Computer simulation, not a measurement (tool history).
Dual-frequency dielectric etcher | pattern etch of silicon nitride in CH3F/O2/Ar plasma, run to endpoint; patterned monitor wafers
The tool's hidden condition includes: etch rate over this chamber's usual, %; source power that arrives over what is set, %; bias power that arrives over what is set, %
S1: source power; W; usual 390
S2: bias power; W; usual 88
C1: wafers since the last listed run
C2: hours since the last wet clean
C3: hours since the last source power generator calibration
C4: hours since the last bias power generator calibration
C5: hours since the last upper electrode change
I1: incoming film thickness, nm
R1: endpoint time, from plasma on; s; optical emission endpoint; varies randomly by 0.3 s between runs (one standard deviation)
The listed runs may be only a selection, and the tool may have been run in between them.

run 1 hour=0.0 | S1=390 S2=83 | C1=0 C2=332.1 C3=4844.2 C4=1466.1 C5=3170.1 | I1=57.0 | R1=88.1
run 2 hour=12.7 | S1=350 S2=88 | C1=196 C2=344.8 C3=4856.9 C4=1478.8 C5=3182.8 | I1=57.1 | R1=90.2
run 3 hour=41.4 | S1=350 S2=88 | C1=443 C2=373.5 C3=4885.6 C4=1507.5 C5=3211.5 | I1=57.8 | R1=91.0
run 4 hour=76.4 | S1=390 S2=88 | C1=541 C2=408.5 C3=4920.6 C4=1542.5 C5=3246.5 | I1=56.7 | R1=86.4
run 5 hour=94.5 | S1=390 S2=88 | C1=279 C2=426.6 C3=4938.7 C4=1560.6 C5=3264.6 | I1=57.5 | R1=86.9
-- hour=133.9 wet clean of the chamber
run 6 hour=134.4 | S1=390 S2=88 | C1=245 C2=0.5 C3=4978.6 C4=1600.5 C5=3304.5 | I1=57.9 | R1=87.6
run 7 hour=145.0 | S1=390 S2=88 | C1=163 C2=11.1 C3=4989.2 C4=1611.1 C5=3315.1 | I1=57.4 | R1=87.2
run 8 hour=172.1 | S1=390 S2=98 | C1=419 C2=38.2 C3=5016.3 C4=1638.2 C5=3342.2 | I1=57.3 | R1=82.8
run 9 hour=192.8 | S1=390 S2=98 | C1=320 C2=58.9 C3=5037.0 C4=1658.9 C5=3362.9 | I1=57.6 | R1=84.2
run 10 hour=207.2 | S1=390 S2=98 | C1=222 C2=73.3 C3=5051.4 C4=1673.3 C5=3377.3 | I1=56.9 | R1=83.0
run 11 hour=233.6 | S1=450 S2=105 | C1=408 C2=99.7 C3=5077.8 C4=1699.7 C5=3403.7 | I1=57.4 | R1=77.1
-- hour=266.9 bias power generator calibrated
run 12 hour=279.6 | S1=450 S2=105 | C1=649 C2=145.7 C3=5123.8 C4=12.7 C5=3449.7 | I1=57.4 | R1=78.4
run 13 hour=295.7 | S1=390 S2=80 | C1=249 C2=161.8 C3=5139.9 C4=28.8 C5=3465.8 | I1=57.4 | R1=91.0
run 14 hour=310.6 | S1=320 S2=69 | C1=230 C2=176.7 C3=5154.8 C4=43.7 C5=3480.7 | I1=57.4 | R1=104.4
-- hour=322.6 source power generator calibrated
run 15 hour=342.3 | S1=480 S2=88 | C1=428 C2=208.4 C3=19.7 C4=75.4 C5=3512.4 | I1=56.9 | R1=81.0
run 16 hour=361.1 | S1=340 S2=101 | C1=290 C2=227.2 C3=38.5 C4=94.2 C5=3531.2 | I1=57.0 | R1=87.2
run 17 hour=396.7 | S1=290 S2=70 | C1=550 C2=262.8 C3=74.1 C4=129.8 C5=3566.8 | I1=56.7 | R1=107.1
run 18 hour=429.4 | S1=350 S2=88 | C1=505 C2=295.5 C3=106.8 C4=162.5 C5=3599.5 | I1=57.1 | R1=91.0
-- hour=511.0 bias power generator calibrated, repeated, since the last time left the tool worse
-- hour=543.5 upper electrode replaced
run 19 hour=544.0 | S1=360 S2=80 | C1=1339 C2=410.1 C3=221.4 C4=33.0 C5=0.5 | I1=56.9 | R1=90.9
run 20 hour=547.5 | S1=390 S2=88 | C1=54 C2=413.6 C3=224.9 C4=36.5 C5=4.0 | I1=57.5 | R1=86.1
run 21 hour=567.6 | S1=360 S2=69 | C1=310 C2=433.7 C3=245.0 C4=56.6 C5=24.1 | I1=57.6 | R1=98.3
-- hour=610.4 wet clean of the chamber
run 22 hour=610.9 | S1=480 S2=72 | C1=298 C2=0.5 C3=288.3 C4=99.9 C5=67.4 | I1=56.9 | R1=85.6
run 23 hour=616.8 | S1=460 S2=96 | C1=91 C2=6.4 C3=294.2 C4=105.8 C5=73.3 | I1=57.1 | R1=77.9
run 24 hour=650.5 | S1=390 S2=88 | C1=521 C2=40.1 C3=327.9 C4=139.5 C5=107.0 | I1=57.4 | R1=86.4
run 25 hour=678.9 | S1=320 S2=108 | C1=439 C2=68.5 C3=356.3 C4=167.9 C5=135.4 | I1=57.9 | R1=85.4
run 26 hour=693.0 | S1=470 S2=95 | C1=218 C2=82.6 C3=370.4 C4=182.0 C5=149.5 | I1=57.0 | R1=77.5
run 27 hour=705.4 | S1=390 S2=74 | C1=191 C2=95.0 C3=382.8 C4=194.4 C5=161.9 | I1=57.7 | R1=92.8
run 28 hour=764.1 | S1=350 S2=102 | C1=907 C2=153.7 C3=441.5 C4=253.1 C5=220.6 | I1=57.2 | R1=84.3
run 29 hour=792.0 | S1=480 S2=81 | C1=431 C2=181.6 C3=469.4 C4=281.0 C5=248.5 | I1=56.6 | R1=82.0
run 30 hour=806.3 | S1=340 S2=102 | C1=221 C2=195.9 C3=483.7 C4=295.3 C5=262.8 | I1=57.3 | R1=84.9
run 31 hour=829.1 | S1=340 S2=69 | C1=352 C2=218.7 C3=506.5 C4=318.1 C5=285.6 | I1=57.5 | R1=100.7
run 32 hour=853.8 | S1=300 S2=77 | C1=382 C2=243.4 C3=531.2 C4=342.8 C5=310.3 | I1=56.8 | R1=99.0
run 33 hour=869.0 | S1=330 S2=88 | C1=235 C2=258.6 C3=546.4 C4=358.0 C5=325.5 | I1=57.5 | R1=91.7
run 34 hour=892.5 | S1=440 S2=68 | C1=363 C2=282.1 C3=569.9 C4=381.5 C5=349.0 | I1=57.5 | R1=91.9

Consider 5 possible next runs. They are alternatives, not a sequence: every one starts from the tool as it was left by run 34. What does each give?
run A hour=892.9 | S1=390 S2=104 | C1=6 C2=282.5 C3=570.3 C4=381.9 C5=349.4 | I1=58.0 | R1=?
run B hour=892.9 | S1=320 S2=96 | C1=6 C2=282.5 C3=570.3 C4=381.9 C5=349.4 | I1=58.0 | R1=?
run C hour=892.9 | S1=440 S2=97 | C1=6 C2=282.5 C3=570.3 C4=381.9 C5=349.4 | I1=58.0 | R1=?
run D hour=892.9 | S1=390 S2=94 | C1=6 C2=282.5 C3=570.3 C4=381.9 C5=349.4 | I1=58.0 | R1=?
run E hour=892.9 | S1=300 S2=109 | C1=6 C2=282.5 C3=570.3 C4=381.9 C5=349.4 | I1=58.0 | R1=?

run=A R1=81.8
run=B R1=90.7
run=C R1=80.6
run=D R1=85.3
run=E R1=87.9
With no hidden state in the tool, these same runs would have given:
run=A R1=81.4
run=B R1=90.3
run=C R1=80.3
run=D R1=84.9
run=E R1=87.5
